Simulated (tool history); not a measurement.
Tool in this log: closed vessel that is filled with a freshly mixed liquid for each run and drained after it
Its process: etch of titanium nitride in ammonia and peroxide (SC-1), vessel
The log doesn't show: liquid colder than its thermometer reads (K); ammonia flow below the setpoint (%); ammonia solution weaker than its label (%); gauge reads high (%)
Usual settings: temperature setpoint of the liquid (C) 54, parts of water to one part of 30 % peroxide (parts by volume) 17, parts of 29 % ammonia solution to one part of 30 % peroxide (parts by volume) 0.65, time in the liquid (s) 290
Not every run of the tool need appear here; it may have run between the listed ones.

run	hour	temperature setpoint of the liquid (C)	parts of water to one part of 30 % peroxide (parts by volume)	parts of 29 % ammonia solution to one part of 30 % peroxide (parts by volume)	time in the liquid (s)	wafers since the last listed run	hours since the thermometer was replaced	hours since the ammonia flow meter was replaced	hours since the drum of ammonia solution was connected	hours since the gauge calibration	read-back film thickness of the titanium nitride reference wafer, read on the same gauge (nm)	thickness taken off the titanium nitride on a monitor wafer (nm)
1	0	54	17	0.65	290	0	2088.8	307.2	69.5	71.3	90	20.97
2	53	46.5	17	0.65	290	3951	2141.8	360.2	122.5	124.3	89.99	12.6
3	110.2	46.5	17	0.65	290	4265	2199	417.4	179.7	181.5	90.01	12.43
# hour 200.3: new drum of ammonia solution connected
4	296.7	54	17	0.65	290	13831	2385.5	603.9	96.4	368	89.95	21.08
5	339.6	54	17	0.65	290	3198	2428.4	646.8	139.3	410.9	89.99	21.22
# hour 361.4: ammonia flow meter replaced
# hour 395.2: thermometer replaced
# hour 499.7: new drum of ammonia solution connected
6	509.2	54	17	0.65	290	12422	114	147.8	9.5	580.5	89.98	21.36
7	542.9	54	23.5	0.65	290	2512	147.7	181.5	43.2	614.2	90	17.71
8	598.3	54	23.5	0.65	290	4130	203.1	236.9	98.6	669.6	89.99	17.63
# hour 766.2: new drum of ammonia solution connected
9	786.4	54	23.5	0.65	290	13950	391.2	425	20.2	857.7	90.04	17.8
10	831.6	54	17	0.65	360	3370	436.4	470.2	65.4	902.9	90.01	26.25
# hour 887.9: gauge calibrated
11	887.9	61	17	0.65	290	4197	492.7	526.5	121.7	0	90.03	33.87
12	929.8	54	17	0.65	290	3124	534.6	568.4	163.6	41.9	89.99	21.25
13	979.9	54	17	0.65	340	3735	584.7	618.5	213.7	92	90.04	24.35
14	1018.5	54	11.5	0.65	290	2878	623.3	657.1	252.3	130.6	90.04	25.8
# hour 1021.4: ammonia flow meter replaced
15	1051.6	54	13.5	0.65	290	2393	656.4	30.2	285.4	163.7	90.02	23.28
# hour 1057.9: new drum of ammonia solution connected
16	1113.7	54	17	0.65	290	4555	718.5	92.3	55.8	225.8	90.05	21.23
17	1146	63	20.5	0.5	205	2408	750.8	124.6	88.1	258.1	89.99	23.33
18	1190.5	57.5	17	0.75	290	3318	795.3	169.1	132.6	302.6	89.98	27.07
19	1246.2	54	21	0.4	345	4153	851	224.8	188.3	358.3	90.03	20.21
20	1287.9	63	12	0.65	345	3109	892.7	266.5	230	400	89.99	54.34
21	1315.2	54	23.5	0.65	290	2035	920	293.8	257.3	427.3	90.03	17.52

Here are 3 independent what-if runs from the current tool condition. What would each one return?
A	1315.9	44.5	17	0.65	290	52	920.7	294.5	258	428	?	?
B	1315.9	57.5	12.5	0.85	235	52	920.7	294.5	258	428	?	?
C	1315.9	54	8.5	0.75	130	52	920.7	294.5	258	428	?	?

run	read-back film thickness of the titanium nitride reference wafer, read on the same gauge (nm)	thickness taken off the titanium nitride on a monitor wafer (nm)
A	90	10.66
B	90	26.3
C	90	13.74
Without the tool's unlogged condition, the same runs would have read:
run	thickness taken off the titanium nitride on a monitor wafer (nm)
A	10.94
B	26.93
C	14.05
